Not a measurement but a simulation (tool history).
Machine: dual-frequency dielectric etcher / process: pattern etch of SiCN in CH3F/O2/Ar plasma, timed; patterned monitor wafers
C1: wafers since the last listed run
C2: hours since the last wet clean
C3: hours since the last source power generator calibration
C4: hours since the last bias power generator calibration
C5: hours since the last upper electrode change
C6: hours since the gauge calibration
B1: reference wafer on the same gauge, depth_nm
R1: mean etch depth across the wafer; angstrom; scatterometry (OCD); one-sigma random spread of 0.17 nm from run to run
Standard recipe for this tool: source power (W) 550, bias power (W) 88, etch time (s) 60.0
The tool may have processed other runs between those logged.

Run 1, hour 0.0: usual settings but etch time (s) 73.0; C1 0; C2 314.8; C3 3584.8; C4 3900.0; C5 4510.2; C6 221.0; B1 27.81. Result: R1 334.0 angstrom.
Run 2, hour 8.6: usual settings but etch time (s) 70.5; C1 94; C2 323.4; C3 3593.4; C4 3908.6; C5 4518.8; C6 229.6; B1 27.86. Result: R1 323.5 angstrom.
Run 3, hour 15.8: usual settings but etch time (s) 70.5; C1 78; C2 330.6; C3 3600.6; C4 3915.8; C5 4526.0; C6 236.8; B1 27.80. Result: R1 323.1 angstrom.
Run 4, hour 26.3: usual settings; C1 114; C2 341.1; C3 3611.1; C4 3926.3; C5 4536.5; C6 247.3; B1 27.81. Result: R1 278.4 angstrom.
Run 5, hour 39.5: usual settings; C1 144; C2 354.3; C3 3624.3; C4 3939.5; C5 4549.7; C6 260.5; B1 27.87. Result: R1 273.0 angstrom.
Run 6, hour 47.3: usual settings but source power (W) 610, bias power (W) 96; C1 85; C2 362.1; C3 3632.1; C4 3947.3; C5 4557.5; C6 268.3; B1 27.81. Result: R1 302.0 angstrom.
Run 7, hour 62.6: usual settings; C1 167; C2 377.4; C3 3647.4; C4 3962.6; C5 4572.8; C6 283.6; B1 27.84. Result: R1 276.0 angstrom.
Run 8, hour 79.8: usual settings; C1 188; C2 394.6; C3 3664.6; C4 3979.8; C5 4590.0; C6 300.8; B1 27.82. Result: R1 276.2 angstrom.
Run 9, hour 86.9: usual settings; C1 77; C2 401.7; C3 3671.7; C4 3986.9; C5 4597.1; C6 307.9; B1 27.77. Result: R1 276.2 angstrom.
Run 10, hour 123.9: usual settings; C1 404; C2 438.7; C3 3708.7; C4 4023.9; C5 4634.1; C6 344.9; B1 27.81. Result: R1 276.0 angstrom.
Run 11, hour 130.1: usual settings but source power (W) 600; C1 67; C2 444.9; C3 3714.9; C4 4030.1; C5 4640.3; C6 351.1; B1 27.78. Result: R1 287.9 angstrom.
Run 12, hour 148.1: usual settings but bias power (W) 68; C1 197; C2 462.9; C3 3732.9; C4 4048.1; C5 4658.3; C6 369.1; B1 27.83. Result: R1 251.5 angstrom.
Run 13, hour 163.8: usual settings but source power (W) 410, etch time (s) 52.0; C1 171; C2 478.6; C3 3748.6; C4 4063.8; C5 4674.0; C6 384.8; B1 27.77. Result: R1 210.9 angstrom.
At hour 176.6: source power generator calibrated.
Run 14, hour 177.1: usual settings but source power (W) 470, bias power (W) 107, etch time (s) 42.0; C1 101; C2 491.9; C3 0.5; C4 4077.1; C5 4687.3; C6 398.1; B1 27.78. Result: R1 193.5 angstrom.
At hour 205.1: wet clean of the chamber.
Run 15, hour 205.6: usual settings but bias power (W) 81, etch time (s) 69.5; C1 49; C2 0.5; C3 29.0; C4 4105.6; C5 4715.8; C6 426.6; B1 27.80. Result: R1 310.2 angstrom.
Run 16, hour 205.9: usual settings; C1 3; C2 0.8; C3 29.3; C4 4105.9; C5 4716.1; C6 426.9; B1 27.77. Result: R1 280.0 angstrom.
Run 17, hour 206.3: usual settings; C1 4; C2 1.2; C3 29.7; C4 4106.3; C5 4716.5; C6 427.3; B1 27.81. Result: R1 277.1 angstrom.
At hour 235.9: upper electrode replaced.
At hour 245.9: bias power generator calibrated.
Run 18, hour 246.4: usual settings but bias power (W) 81; C1 132; C2 41.3; C3 69.8; C4 0.5; C5 10.5; C6 467.4; B1 27.81. Result: R1 266.4 angstrom.
Run 19, hour 259.0: usual settings but bias power (W) 94; C1 137; C2 53.9; C3 82.4; C4 13.1; C5 23.1; C6 480.0; B1 27.84. Result: R1 284.6 angstrom.
At hour 261.5: gauge calibrated.
Run 20, hour 273.5: usual settings but bias power (W) 71; C1 158; C2 68.4; C3 96.9; C4 27.6; C5 37.6; C6 12.0; B1 27.78. Result: R1 252.6 angstrom.
Run 21, hour 283.0: usual settings; C1 103; C2 77.9; C3 106.4; C4 37.1; C5 47.1; C6 21.5; B1 27.81. Result: R1 277.4 angstrom.
Run 22, hour 297.1: usual settings but etch time (s) 73.0; C1 154; C2 92.0; C3 120.5; C4 51.2; C5 61.2; C6 35.6; B1 27.83. Result: R1 336.0 angstrom.
Run 23, hour 309.5: usual settings but bias power (W) 66, etch time (s) 42.5; C1 135; C2 104.4; C3 132.9; C4 63.6; C5 73.6; C6 48.0; B1 27.85. Result: R1 176.2 angstrom.
Run 24, hour 318.9: usual settings but etch time (s) 45.5; C1 102; C2 113.8; C3 142.3; C4 73.0; C5 83.0; C6 57.4; B1 27.82. Result: R1 208.1 angstrom.
Run 25, hour 330.5: usual settings but bias power (W) 107; C1 126; C2 125.4; C3 153.9; C4 84.6; C5 94.6; C6 69.0; B1 27.81. Result: R1 299.4 angstrom.
Run 26, hour 344.1: usual settings but source power (W) 500, bias power (W) 68, etch time (s) 77.0; C1 148; C2 139.0; C3 167.5; C4 98.2; C5 108.2; C6 82.6; B1 27.81. Result: R1 312.4 angstrom.
Run 27, hour 356.2: usual settings but source power (W) 470; C1 132; C2 151.1; C3 179.6; C4 110.3; C5 120.3; C6 94.7; B1 27.76. Result: R1 260.6 angstrom.
Run 28, hour 368.9: usual settings; C1 139; C2 163.8; C3 192.3; C4 123.0; C5 133.0; C6 107.4; B1 27.82. Result: R1 276.1 angstrom.
Run 29, hour 384.0: usual settings but bias power (W) 81; C1 165; C2 178.9; C3 207.4; C4 138.1; C5 148.1; C6 122.5; B1 27.82. Result: R1 267.4 angstrom.

What if the next run were any one of these 5? Each begins from the tool's condition after run 29:
Run A, hour 384.4: usual settings but bias power (W) 108; C1 4; C2 179.3; C3 207.8; C4 138.5; C5 148.5; C6 122.9; B1 ?. Result: R1 ?.
Run B, hour 384.4: usual settings but source power (W) 660, bias power (W) 94, etch time (s) 65.0; C1 4; C2 179.3; C3 207.8; C4 138.5; C5 148.5; C6 122.9; B1 ?. Result: R1 ?.
Run C, hour 384.4: usual settings but bias power (W) 95; C1 4; C2 179.3; C3 207.8; C4 138.5; C5 148.5; C6 122.9; B1 ?. Result: R1 ?.
Run D, hour 384.4: usual settings but bias power (W) 106; C1 4; C2 179.3; C3 207.8; C4 138.5; C5 148.5; C6 122.9; B1 ?. Result: R1 ?.
Run E, hour 384.4: usual settings but etch time (s) 74.5; C1 4; C2 179.3; C3 207.8; C4 138.5; C5 148.5; C6 122.9; B1 ?. Result: R1 ?.

run     B1     R1
  A  27.81  300.4
  B  27.81  330.9
  C  27.81  285.3
  D  27.81  298.1
  E  27.81  343.6
What these runs would have given with no unlogged condition in the tool:
run     R1
  A  300.4
  B  330.9
  C  285.3
  D  298.1
  E  343.6
